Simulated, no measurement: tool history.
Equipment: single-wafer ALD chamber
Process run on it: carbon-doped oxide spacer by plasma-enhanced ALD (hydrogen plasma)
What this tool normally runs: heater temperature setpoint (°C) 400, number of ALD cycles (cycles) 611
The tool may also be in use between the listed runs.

run	hour	heater temperature setpoint (°C)	number of ALD cycles (cycles)	wafers since the last listed run	hours since the last thermocouple change	hours since the gauge calibration	read-back reference wafer on the same gauge, thickness_nm	mean film thickness on the monitor wafer (nm)
1	0	400	564	0	336.4	2039.2	29.025	30.577
2	104.6	400	564	42	441	2143.8	29.077	30.662
3	153	400	611	19	489.4	2192.2	29.046	33.253
4	260.9	400	611	44	597.3	2300.1	29.052	33.29
5	521.5	400	611	106	857.9	2560.7	29.089	33.196
6	560.4	400	646	15	896.8	2599.6	29.056	35.267
7	615.4	400	611	22	951.8	2654.6	29.106	33.285
8	656.2	400	611	16	992.6	2695.4	29.047	33.224
9	747	400	611	37	1083.4	2786.2	29.139	33.288
10	817.3	400	611	28	1153.7	2856.5	29.109	33.208
11	903	400	611	34	1239.4	2942.2	29.104	33.443
12	1001.6	400	611	40	1338	3040.8	29.107	33.314
# hour 1014.8: thermocouple changed; heater temperature recalibrated
13	1094.7	400	611	34	79.9	3133.9	29.143	33.287
14	1170.5	400	611	30	155.7	3209.7	29.111	33.327
15	1273.5	400	611	42	258.7	3312.7	29.1	33.296
16	1316.9	400	648	17	302.1	3356.1	29.149	35.473
17	1401.5	400	648	34	386.7	3440.7	29.068	35.245
18	1458.8	400	611	23	444	3498	29.16	33.373
19	1512	400	611	21	497.2	3551.2	29.108	33.331
20	1567.3	404	611	22	552.5	3606.5	29.117	32.873
21	1655.1	386	547	35	640.3	3694.3	29.143	29.842
# hour 1692.4: gauge calibrated
22	1760.3	414	577	42	745.5	67.9	28.8	29.632
23	1809.1	389	573	19	794.3	116.7	28.801	30.976
24	1915.7	411	496	43	900.9	223.3	28.853	25.741
25	2192.1	400	611	112	1177.3	499.7	28.89	33.196
26	2277.7	411	697	34	1262.9	585.3	28.926	36.292
27	2559	407	679	114	1544.2	866.6	28.974	35.801
# hour 2601.5: thermocouple changed; heater temperature recalibrated
28	2602	414	695	14	0.5	909.6	28.969	35.889
29	2655.4	412	671	21	53.9	963	28.982	34.934
30	2691.6	388	687	14	90.1	999.2	28.976	37.158
31	2744.7	400	611	21	143.2	1052.3	28.994	33.065
32	2899.3	388	544	63	297.8	1206.9	29.01	29.397
33	2983.2	409	549	34	381.7	1290.8	29.05	28.87
34	3041	390	528	23	439.5	1348.6	29.028	28.713
35	3079.6	410	516	15	478.1	1387.2	29.056	27.039

Run 36, settings as shown, results not yet in. Your forecast:
36	3174.2	400	611	38	572.7	1481.8	?	?

read-back reference wafer on the same gauge, thickness_nm: 29.014
mean film thickness on the monitor wafer (nm): 33.303
Had the tool carried no hidden state, the very same run would have given mean film thickness on the monitor wafer (nm) 33.033.
